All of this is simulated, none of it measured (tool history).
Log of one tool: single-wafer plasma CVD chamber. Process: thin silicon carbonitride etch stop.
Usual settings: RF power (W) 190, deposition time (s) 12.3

run      day  RF power (W)  deposition time (s)  wafers since the last listed run  hours since the last thermocouple change  hours since the last RF generator calibration  hours since the showerhead was replaced  hours since the gauge calibration  read-back reference wafer on the same gauge, thickness_nm  mean film thickness on the monitor wafer (Å)
  1    0.000           190                 13.1                                 0                                     750.7                                         1041.2                                   5484.1                              678.7                                                      6.788                                         74.95
  2    2.154           190                 13.1                              1386                                     802.4                                         1092.9                                   5535.8                              730.4                                                      6.790                                         74.53
  3    4.450           190                 13.1                              1477                                     857.5                                         1148.0                                   5590.9                              785.5                                                      6.788                                         74.61
  4    7.500           190                 12.3                              1962                                     930.7                                         1221.2                                   5664.1                              858.7                                                      6.789                                         70.07
  5    9.496           190                 12.3                              1284                                     978.6                                         1269.1                                   5712.0                              906.6                                                      6.790                                         69.68
      12.571  -- RF generator calibrated
  6   12.962           190                 12.3                              2016                                    1061.8                                            9.4                                   5795.2                              989.8                                                      6.786                                         70.88
  7   16.375           190                 12.3                              2196                                    1143.7                                           91.3                                   5877.1                             1071.7                                                      6.788                                         70.98
  8   17.912           190                 12.3                               989                                    1180.6                                          128.2                                   5914.0                             1108.6                                                      6.790                                         71.21
  9   20.450           190                 12.3                              1632                                    1241.5                                          189.1                                   5974.9                             1169.5                                                      6.789                                         71.15
 10   31.279           190                 12.3                              6969                                    1501.4                                          449.0                                   6234.8                             1429.4                                                      6.785                                         70.85
 11   35.617           190                 12.3                              2791                                    1605.5                                          553.1                                   6338.9                             1533.5                                                      6.792                                         70.52
 12   37.900           190                 13.8                              1469                                    1660.3                                          607.9                                   6393.7                             1588.3                                                      6.792                                         78.85
 13   40.950           155                 14.4                              1962                                    1733.5                                          681.1                                   6466.9                             1661.5                                                      6.788                                         78.28
 14   43.821           160                 12.3                              1847                                    1802.4                                          750.0                                   6535.8                             1730.4                                                      6.792                                         67.23
      47.379  -- showerhead replaced
 15   48.146           190                 14.7                              2568                                    1906.2                                          853.8                                     18.4                             1834.2                                                      6.789                                         84.60
 16   51.775           190                 12.3                              2335                                    1993.3                                          940.9                                    105.5                             1921.3                                                      6.788                                         70.32
 17   56.038           220                 13.9                              2743                                    2095.6                                         1043.2                                    207.8                             2023.6                                                      6.796                                         82.48
 18   60.054           220                 14.3                              2584                                    2192.0                                         1139.6                                    304.2                             2120.0                                                      6.791                                         84.99
 19   63.312           210                 10.8                              2096                                    2270.2                                         1217.8                                    382.4                             2198.2                                                      6.794                                         63.22
      64.571  -- RF generator calibrated
 20   66.533           190                 12.3                              1858                                    2347.5                                           47.1                                    459.7                             2275.5                                                      6.789                                         71.30
 21   71.025           225                 11.4                              2890                                    2455.3                                          154.9                                    567.5                             2383.3                                                      6.791                                         69.02
 22   72.983           220                 13.2                              1260                                    2502.3                                          201.9                                    614.5                             2430.3                                                      6.789                                         79.53
      75.725  -- gauge calibrated
      77.117  -- thermocouple changed; heater temperature recalibrated
 23   77.138           225                 10.9                              2458                                       0.5                                          301.6                                    714.2                               33.9                                                      6.790                                         66.21
 24   79.104           190                 14.5                              1265                                      47.7                                          348.8                                    761.4                               81.1                                                      6.786                                         83.72
 25   81.575           170                 12.3                              1590                                     107.0                                          408.1                                    820.7                              140.4                                                      6.789                                         68.49
 26   84.854           220                 13.9                              2110                                     185.7                                          486.8                                    899.4                              219.1                                                      6.787                                         83.71
 27   87.208           190                 12.3                              1515                                     242.2                                          543.3                                    955.9                              275.6                                                      6.793                                         70.54
 28   90.292           190                 10.9                              1984                                     316.2                                          617.3                                   1029.9                              349.6                                                      6.789                                         62.89
 29   91.908           190                 12.3                              1040                                     355.0                                          656.1                                   1068.7                              388.4                                                      6.795                                         70.59
 30   93.621           155                 13.9                              1102                                     396.1                                          697.2                                   1109.8                              429.5                                                      6.788                                         75.65
 31   95.442           190                 12.3                              1171                                     439.8                                          740.9                                   1153.5                              473.2                                                      6.793                                         70.66
 32   97.829           210                 14.7                              1536                                     497.1                                          798.2                                   1210.8                              530.5                                                      6.791                                         86.71
 33  101.996           190                 14.5                              2681                                     597.1                                          898.2                                   1310.8                              630.5                                                      6.792                                         83.13
 34  105.088           175                 14.1                              1989                                     671.3                                          972.4                                   1385.0                              704.7                                                      6.794                                         79.14

5 ways to go on from here, each from the tool as it stands after run 34. What would each give?
  A  105.104           190                 12.3                                10                                     671.7                                          972.8                                   1385.4                              705.1                                                          ?                                             ?
  B  105.104           170                 13.4                                10                                     671.7                                          972.8                                   1385.4                              705.1                                                          ?                                             ?
  C  105.104           210                  9.9                                10                                     671.7                                          972.8                                   1385.4                              705.1                                                          ?                                             ?
  D  105.104           190                 13.9                                10                                     671.7                                          972.8                                   1385.4                              705.1                                                          ?                                             ?
  E  105.104           180                 13.5                                10                                     671.7                                          972.8                                   1385.4                              705.1                                                          ?                                             ?

run  read-back reference wafer on the same gauge, thickness_nm  mean film thickness on the monitor wafer (Å)
  A                                                      6.788                                         70.34
  B                                                      6.788                                         74.33
  C                                                      6.788                                         58.21
  D                                                      6.788                                         79.50
  E                                                      6.788                                         76.07
Without the tool's hidden state the same runs would have given:
run  mean film thickness on the monitor wafer (Å)
  A                                         71.18
  B                                         75.22
  C                                         58.90
  D                                         80.44
  E                                         76.97

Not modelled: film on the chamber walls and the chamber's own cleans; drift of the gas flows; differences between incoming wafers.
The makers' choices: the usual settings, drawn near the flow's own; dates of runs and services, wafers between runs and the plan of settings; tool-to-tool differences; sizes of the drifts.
